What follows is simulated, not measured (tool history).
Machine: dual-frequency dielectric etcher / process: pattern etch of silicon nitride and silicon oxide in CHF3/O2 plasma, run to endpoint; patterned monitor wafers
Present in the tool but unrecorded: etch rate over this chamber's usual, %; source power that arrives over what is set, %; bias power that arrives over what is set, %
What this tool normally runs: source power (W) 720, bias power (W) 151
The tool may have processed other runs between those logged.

| run | hour | source power (W) | bias power (W) | wafers since the last listed run | hours since the last wet clean | hours since the last source power generator calibration | hours since the last bias power generator calibration | hours since the last upper electrode change | incoming incoming film thickness, nm | endpoint time (s) |
|---|---|---|---|---|---|---|---|---|---|---|
| 1 | 0 | 720 | 151 | 0 | 240.8 | 3509.1 | 2840 | 5594.7 | 235.4 | 149.7 |
| 2 | 12.2 | 720 | 151 | 69 | 253 | 3521.3 | 2852.2 | 5606.9 | 233.1 | 149.3 |
| 3 | 23.2 | 720 | 151 | 62 | 264 | 3532.3 | 2863.2 | 5617.9 | 235.1 | 150.7 |
| 4 | 30.9 | 720 | 151 | 43 | 271.7 | 3540 | 2870.9 | 5625.6 | 236.5 | 151.9 |
|  | 60.4 | upper electrode replaced |
| 5 | 60.9 | 720 | 151 | 34 | 301.7 | 3570 | 2900.9 | 0.5 | 235.7 | 150.6 |
| 6 | 61.3 | 720 | 126 | 2 | 302.1 | 3570.4 | 2901.3 | 0.9 | 237 | 157.5 |
| 7 | 66.4 | 720 | 151 | 28 | 307.2 | 3575.5 | 2906.4 | 6 | 234.9 | 150.7 |
|  | 73.2 | bias power generator calibrated |
| 8 | 77.1 | 720 | 151 | 38 | 317.9 | 3586.2 | 3.9 | 16.7 | 235.3 | 151 |
| 9 | 87.2 | 720 | 161 | 57 | 328 | 3596.3 | 14 | 26.8 | 237.6 | 151.3 |
|  | 105.6 | source power generator calibrated |
| 10 | 106.1 | 720 | 161 | 84 | 346.9 | 0.5 | 32.9 | 45.7 | 236.8 | 149.2 |
| 11 | 110.2 | 720 | 161 | 23 | 351 | 4.6 | 37 | 49.8 | 236.4 | 149.4 |
| 12 | 125.4 | 720 | 151 | 86 | 366.2 | 19.8 | 52.2 | 65 | 236.1 | 151.6 |
| 13 | 142.7 | 720 | 151 | 98 | 383.5 | 37.1 | 69.5 | 82.3 | 236.8 | 153 |
| 14 | 157.9 | 720 | 151 | 86 | 398.7 | 52.3 | 84.7 | 97.5 | 235.9 | 152.5 |
| 15 | 173.1 | 720 | 151 | 86 | 413.9 | 67.5 | 99.9 | 112.7 | 236.2 | 152.8 |
| 16 | 179.4 | 790 | 129 | 35 | 420.2 | 73.8 | 106.2 | 119 | 237 | 152.8 |
| 17 | 193.9 | 720 | 126 | 82 | 434.7 | 88.3 | 120.7 | 133.5 | 235.9 | 157.7 |
| 18 | 205.3 | 610 | 136 | 64 | 446.1 | 99.7 | 132.1 | 144.9 | 236.6 | 161 |
| 19 | 213.2 | 720 | 151 | 44 | 454 | 107.6 | 140 | 152.8 | 236.9 | 152.1 |

Predict the results of run 20:
| 20 | 225.4 | 720 | 151 | 69 | 466.2 | 119.8 | 152.2 | 165 | 235.6 | ? |

Run 20 came out at endpoint time (s) 151.5.
Had the tool carried no hidden state, the very same run would have given endpoint time (s) 148.3.
